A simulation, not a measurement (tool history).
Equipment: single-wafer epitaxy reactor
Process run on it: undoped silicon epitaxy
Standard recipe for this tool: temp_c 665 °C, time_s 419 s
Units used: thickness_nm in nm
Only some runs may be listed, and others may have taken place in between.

run,hour,temp_c,time_s,wafers since the last listed run,hours since the last pyrometer calibration,hours since the gauge calibration,"read-back reference wafer on the same gauge, thickness_nm",thickness_nm
1,0,665,419,0,1734.9,1230.4,109.732,99.35
2,176.9,665,419,1030,1911.8,1407.3,109.981,100.865
3,203.3,665,419,153,1938.2,1433.7,109.903,99.814
4,238.1,665,419,202,1973,1468.5,109.783,99.918
5,264.2,665,419,152,1999.1,1494.6,109.834,100.942
6,299.3,665,419,204,2034.2,1529.7,110.125,99.89
7,326.2,665,419,156,2061.1,1556.6,109.7,101.646
8,362.8,665,419,213,2097.7,1593.2,109.746,100.322
9,417.2,665,419,317,2152.1,1647.6,109.819,100.316
10,474.8,660,419,335,2209.7,1705.2,109.709,91.792
11,513,660,419,222,2247.9,1743.4,109.816,91.269
12,559.9,660,419,273,2294.8,1790.3,109.994,92.528
13,597.8,665,419,220,2332.7,1828.2,109.872,100.182
14,624,665,400,152,2358.9,1854.4,110.013,96.033
15,678.1,665,419,315,2413,1908.5,109.825,102.368
16,734.6,665,419,329,2469.5,1965,109.886,100.947
17,779.4,665,419,261,2514.3,2009.8,109.853,100.839
# hour 825.1: gauge calibrated
18,841.1,673,419,359,2576,16,109.664,116.971
19,872.6,673,419,183,2607.5,47.5,109.895,117.524
# hour 909.5: pyrometer calibrated
20,934.3,665,419,312,24.8,109.2,110.053,97.259
21,995,673,464,353,85.5,169.9,109.882,124.985
22,1063.8,680,488,400,154.3,238.7,109.797,150.804
23,1101.2,655,388,217,191.7,276.1,109.665,75.289
24,1151.4,655,365,292,241.9,326.3,109.969,70.697
25,1207.9,665,419,329,298.4,382.8,109.757,98.559
26,1274.5,665,470,388,365,449.4,109.852,110.11
27,1341.7,665,419,391,432.2,516.6,109.621,97.436
28,1398.1,665,419,328,488.6,573,109.754,97.634
29,1438.8,665,489,237,529.3,613.7,109.906,114.413
30,1499,665,375,350,589.5,673.9,109.937,87.796
31,1524.5,672,467,148,615,699.4,109.582,123.996
32,1556.7,676,384,187,647.2,731.6,109.771,109.824
33,1594.5,651,388,220,685,769.4,109.764,70.032
34,1646.6,656,383,303,737.1,821.5,109.703,75.897
35,1686.4,665,419,231,776.9,861.3,109.897,98.553
36,1720.7,673,496,199,811.2,895.6,109.627,135.274
37,1775.4,672,395,318,865.9,950.3,109.824,105.443
38,1842.9,654,381,393,933.4,1017.8,109.815,73.348
39,1895.5,665,375,306,986,1070.4,109.747,87.588

Give the tool's hidden conditions for every run:
gauge reads high (%): 0 on each run
H1: wafer temperature above the value expected at the setpoint (K)
run,H1
1,1.84
2,1.98
3,2
4,2.03
5,2.05
6,2.08
7,2.1
8,2.13
9,2.17
10,2.22
11,2.25
12,2.28
13,2.31
14,2.33
15,2.38
16,2.42
17,2.46
18,2.51
19,2.53
20,0.302
21,0.35
22,0.405
23,0.434
24,0.474
25,0.519
26,0.572
27,0.625
28,0.67
29,0.702
30,0.75
31,0.77
32,0.795
33,0.825
34,0.867
35,0.898
36,0.926
37,0.969
38,1.02
39,1.06
